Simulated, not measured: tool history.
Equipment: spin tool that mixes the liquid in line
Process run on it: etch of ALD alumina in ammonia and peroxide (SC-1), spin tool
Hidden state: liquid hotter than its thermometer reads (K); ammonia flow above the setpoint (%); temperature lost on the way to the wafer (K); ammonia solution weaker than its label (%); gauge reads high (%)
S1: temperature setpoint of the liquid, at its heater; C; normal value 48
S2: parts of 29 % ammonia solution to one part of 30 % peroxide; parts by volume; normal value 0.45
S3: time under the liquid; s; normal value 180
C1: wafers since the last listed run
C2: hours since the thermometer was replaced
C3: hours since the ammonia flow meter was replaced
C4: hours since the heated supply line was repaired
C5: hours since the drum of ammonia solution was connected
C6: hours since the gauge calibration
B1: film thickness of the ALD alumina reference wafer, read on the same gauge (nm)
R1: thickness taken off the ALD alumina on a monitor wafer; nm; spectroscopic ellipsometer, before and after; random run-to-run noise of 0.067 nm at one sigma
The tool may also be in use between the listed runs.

run 1 day=0 | S1=48 S2=0.45 S3=180 | C1=0 C2=2365.8 C3=2083.7 C4=2652.5 C5=834.1 C6=62.1 | B1=100.02 | R1=11.32
run 2 day=0.625 | S1=48 S2=0.45 S3=180 | C1=67 C2=2380.8 C3=2098.7 C4=2667.5 C5=849.1 C6=77.1 | B1=100.01 | R1=11.22
run 3 day=1.312 | S1=48 S2=0.55 S3=180 | C1=74 C2=2397.3 C3=2115.2 C4=2684 C5=865.6 C6=93.6 | B1=99.98 | R1=11.57
-- day=1.658 thermometer replaced
run 4 day=1.717 | S1=48 S2=0.45 S3=180 | C1=39 C2=1.4 C3=2124.9 C4=2693.7 C5=875.3 C6=103.3 | B1=99.98 | R1=9.88
run 5 day=2.275 | S1=48 S2=0.45 S3=180 | C1=60 C2=14.8 C3=2138.3 C4=2707.1 C5=888.7 C6=116.7 | B1=99.99 | R1=9.93
run 6 day=2.662 | S1=48 S2=0.45 S3=285 | C1=42 C2=24.1 C3=2147.6 C4=2716.4 C5=898 C6=126 | B1=99.99 | R1=15.93
run 7 day=3.15 | S1=48 S2=0.6 S3=225 | C1=52 C2=35.8 C3=2159.3 C4=2728.1 C5=909.7 C6=137.7 | B1=99.98 | R1=12.86
-- day=3.462 ammonia flow meter replaced
run 8 day=3.729 | S1=43.5 S2=0.25 S3=210 | C1=58 C2=49.7 C3=6.4 C4=2742 C5=923.6 C6=151.6 | B1=100.02 | R1=8.47
-- day=3.875 new drum of ammonia solution connected
run 9 day=4.017 | S1=51.5 S2=0.55 S3=180 | C1=26 C2=56.6 C3=13.3 C4=2748.9 C5=3.4 C6=158.5 | B1=99.97 | R1=12.15
run 10 day=4.388 | S1=48 S2=0.45 S3=180 | C1=40 C2=65.5 C3=22.2 C4=2757.8 C5=12.3 C6=167.4 | B1=100 | R1=9.84
run 11 day=4.708 | S1=48 S2=0.6 S3=140 | C1=34 C2=73.2 C3=29.9 C4=2765.5 C5=20 C6=175.1 | B1=99.99 | R1=8.02
-- day=4.912 heated supply line repaired
run 12 day=5.375 | S1=39.5 S2=0.55 S3=125 | C1=67 C2=89.2 C3=45.9 C4=11.1 C5=36 C6=191.1 | B1=99.99 | R1=4.29
run 13 day=5.983 | S1=56.5 S2=0.45 S3=180 | C1=66 C2=103.8 C3=60.5 C4=25.7 C5=50.6 C6=205.7 | B1=100.01 | R1=15.81
run 14 day=6.617 | S1=48 S2=0.4 S3=180 | C1=68 C2=119 C3=75.7 C4=40.9 C5=65.8 C6=220.9 | B1=100.01 | R1=9.84
run 15 day=7.154 | S1=45 S2=0.45 S3=180 | C1=58 C2=131.9 C3=88.6 C4=53.8 C5=78.7 C6=233.8 | B1=99.99 | R1=8.35
run 16 day=8.396 | S1=44.5 S2=0.45 S3=180 | C1=134 C2=161.7 C3=118.4 C4=83.6 C5=108.5 C6=263.6 | B1=100.01 | R1=8.17
run 17 day=9.088 | S1=48 S2=0.35 S3=255 | C1=75 C2=178.3 C3=135 C4=100.2 C5=125.1 C6=280.2 | B1=100.01 | R1=13.72
run 18 day=9.496 | S1=43 S2=0.65 S3=180 | C1=44 C2=188.1 C3=144.8 C4=110 C5=134.9 C6=290 | B1=99.99 | R1=7.77
run 19 day=9.775 | S1=43.5 S2=0.45 S3=180 | C1=30 C2=194.8 C3=151.5 C4=116.7 C5=141.6 C6=296.7 | B1=99.99 | R1=7.63
run 20 day=10.362 | S1=48 S2=0.45 S3=180 | C1=63 C2=208.9 C3=165.6 C4=130.8 C5=155.7 C6=310.8 | B1=100.01 | R1=10.01
run 21 day=10.675 | S1=48 S2=0.45 S3=180 | C1=33 C2=216.4 C3=173.1 C4=138.3 C5=163.2 C6=318.3 | B1=99.99 | R1=10.01
run 22 day=11.004 | S1=48 S2=0.45 S3=125 | C1=35 C2=224.3 C3=181 C4=146.2 C5=171.1 C6=326.2 | B1=100.02 | R1=7.02
run 23 day=11.604 | S1=48 S2=0.35 S3=90 | C1=65 C2=238.7 C3=195.4 C4=160.6 C5=185.5 C6=340.6 | B1=99.99 | R1=4.97
run 24 day=12.125 | S1=41.5 S2=0.45 S3=180 | C1=56 C2=251.2 C3=207.9 C4=173.1 C5=198 C6=353.1 | B1=99.99 | R1=6.96
run 25 day=12.392 | S1=48 S2=0.35 S3=95 | C1=28 C2=257.6 C3=214.3 C4=179.5 C5=204.4 C6=359.5 | B1=100.02 | R1=5.17

Below, some changes in R1 between adjacent runs. For each, the amount present without the hidden state too (settings, incoming material, random variation) and the amount remaining for the hidden state with gauge scatter not shared by both compared results:
Run 3 -> 4: S2 0.55 -> 0.45, thermometer replaced. R1 -1.69 nm: hidden state -1.41, all else -0.28.
Run 5 -> 6: S3 180 -> 285. R1 +6 nm: hidden state +0.05, all else +5.95.
Run 12 -> 13: S1 39.5 -> 56.5, S2 0.55 -> 0.45, S3 125 -> 180. R1 +11.52 nm: hidden state +0.12, all else +11.4.
